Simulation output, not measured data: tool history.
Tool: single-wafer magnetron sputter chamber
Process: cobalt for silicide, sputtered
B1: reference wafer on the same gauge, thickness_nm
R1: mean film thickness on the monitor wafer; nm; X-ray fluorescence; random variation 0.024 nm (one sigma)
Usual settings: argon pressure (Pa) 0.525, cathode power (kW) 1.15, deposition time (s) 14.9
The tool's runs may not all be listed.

{"run": 1, "hour": 0.0, "argon pressure (Pa)": 0.525, "cathode power (kW)": 1.15, "deposition time (s)": 14.9, "B1": 6.218, "R1": 7.526}
{"run": 2, "hour": 14.4, "argon pressure (Pa)": 0.525, "cathode power (kW)": 1.15, "deposition time (s)": 14.9, "B1": 6.224, "R1": 7.495}
{"run": 3, "hour": 40.7, "argon pressure (Pa)": 0.525, "cathode power (kW)": 1.15, "deposition time (s)": 14.9, "B1": 6.222, "R1": 7.525}
{"run": 4, "hour": 76.3, "argon pressure (Pa)": 0.525, "cathode power (kW)": 1.15, "deposition time (s)": 14.9, "B1": 6.213, "R1": 7.516}
{"run": 5, "hour": 98.0, "argon pressure (Pa)": 0.525, "cathode power (kW)": 1, "deposition time (s)": 15.8, "B1": 6.209, "R1": 6.952}
{"run": 6, "hour": 128.4, "argon pressure (Pa)": 0.525, "cathode power (kW)": 1.15, "deposition time (s)": 14.9, "B1": 6.217, "R1": 7.55}
{"run": 7, "hour": 163.2, "argon pressure (Pa)": 0.472, "cathode power (kW)": 1.15, "deposition time (s)": 14.9, "B1": 6.215, "R1": 7.675}
{"hour": 191.2, "done": "sputter target and shields replaced"}
{"run": 8, "hour": 194.0, "argon pressure (Pa)": 0.472, "cathode power (kW)": 1.15, "deposition time (s)": 14.9, "B1": 6.218, "R1": 7.682}
{"run": 9, "hour": 212.0, "argon pressure (Pa)": 0.472, "cathode power (kW)": 1.15, "deposition time (s)": 14.9, "B1": 6.216, "R1": 7.693}
{"hour": 233.5, "done": "gauge calibrated"}
{"run": 10, "hour": 245.9, "argon pressure (Pa)": 0.525, "cathode power (kW)": 1.15, "deposition time (s)": 14.9, "B1": 6.229, "R1": 7.552}
{"hour": 273.4, "done": "capacitance manometer re-zeroed and calibrated"}
{"run": 11, "hour": 273.9, "argon pressure (Pa)": 0.525, "cathode power (kW)": 1.15, "deposition time (s)": 14.9, "B1": 6.221, "R1": 7.547}
{"run": 12, "hour": 301.1, "argon pressure (Pa)": 0.612, "cathode power (kW)": 1.05, "deposition time (s)": 16.1, "B1": 6.217, "R1": 7.202}
{"run": 13, "hour": 316.6, "argon pressure (Pa)": 0.525, "cathode power (kW)": 1.15, "deposition time (s)": 14.9, "B1": 6.223, "R1": 7.479}
{"run": 14, "hour": 339.9, "argon pressure (Pa)": 0.347, "cathode power (kW)": 1.15, "deposition time (s)": 16.8, "B1": 6.224, "R1": 9.069}
{"run": 15, "hour": 361.8, "argon pressure (Pa)": 0.525, "cathode power (kW)": 1.25, "deposition time (s)": 14.9, "B1": 6.218, "R1": 8.125}
{"run": 16, "hour": 383.4, "argon pressure (Pa)": 0.672, "cathode power (kW)": 1, "deposition time (s)": 16.2, "B1": 6.22, "R1": 6.717}
{"run": 17, "hour": 396.2, "argon pressure (Pa)": 0.525, "cathode power (kW)": 1.15, "deposition time (s)": 14.9, "B1": 6.223, "R1": 7.479}
{"run": 18, "hour": 429.3, "argon pressure (Pa)": 0.525, "cathode power (kW)": 1.15, "deposition time (s)": 14.9, "B1": 6.213, "R1": 7.523}
{"hour": 442.4, "done": "sputter target and shields replaced"}
{"hour": 453.7, "done": "magnet pack replaced"}
{"run": 19, "hour": 458.4, "argon pressure (Pa)": 0.525, "cathode power (kW)": 1.15, "deposition time (s)": 14.9, "B1": 6.212, "R1": 7.479}
{"run": 20, "hour": 486.7, "argon pressure (Pa)": 0.659, "cathode power (kW)": 1.15, "deposition time (s)": 14.9, "B1": 6.22, "R1": 7.158}
{"run": 21, "hour": 522.6, "argon pressure (Pa)": 0.525, "cathode power (kW)": 1.15, "deposition time (s)": 14.9, "B1": 6.216, "R1": 7.502}
{"run": 22, "hour": 540.6, "argon pressure (Pa)": 0.525, "cathode power (kW)": 1.4, "deposition time (s)": 14.9, "B1": 6.217, "R1": 9.137}
{"run": 23, "hour": 572.3, "argon pressure (Pa)": 0.696, "cathode power (kW)": 1.15, "deposition time (s)": 14.9, "B1": 6.219, "R1": 7.097}

5 ways to go on from here, each from the tool as it stands after run 23. What would each give?
{"run": "A", "hour": 572.7, "argon pressure (Pa)": 0.337, "cathode power (kW)": 1.15, "deposition time (s)": 14.9, "B1": "?", "R1": "?"}
{"run": "B", "hour": 572.7, "argon pressure (Pa)": 0.411, "cathode power (kW)": 1.35, "deposition time (s)": 13.3, "B1": "?", "R1": "?"}
{"run": "C", "hour": 572.7, "argon pressure (Pa)": 0.464, "cathode power (kW)": 1.4, "deposition time (s)": 12, "B1": "?", "R1": "?"}
{"run": "D", "hour": 572.7, "argon pressure (Pa)": 0.436, "cathode power (kW)": 0.95, "deposition time (s)": 13.2, "B1": "?", "R1": "?"}
{"run": "E", "hour": 572.7, "argon pressure (Pa)": 0.454, "cathode power (kW)": 1.15, "deposition time (s)": 12.4, "B1": "?", "R1": "?"}

run=A B1=6.224 R1=8.024
run=B B1=6.224 R1=8.185
run=C B1=6.224 R1=7.513
run=D B1=6.224 R1=5.665
run=E B1=6.224 R1=6.4
Without the tool's hidden state the same runs would have given:
run=A R1=8.024
run=B R1=8.185
run=C R1=7.513
run=D R1=5.665
run=E R1=6.4
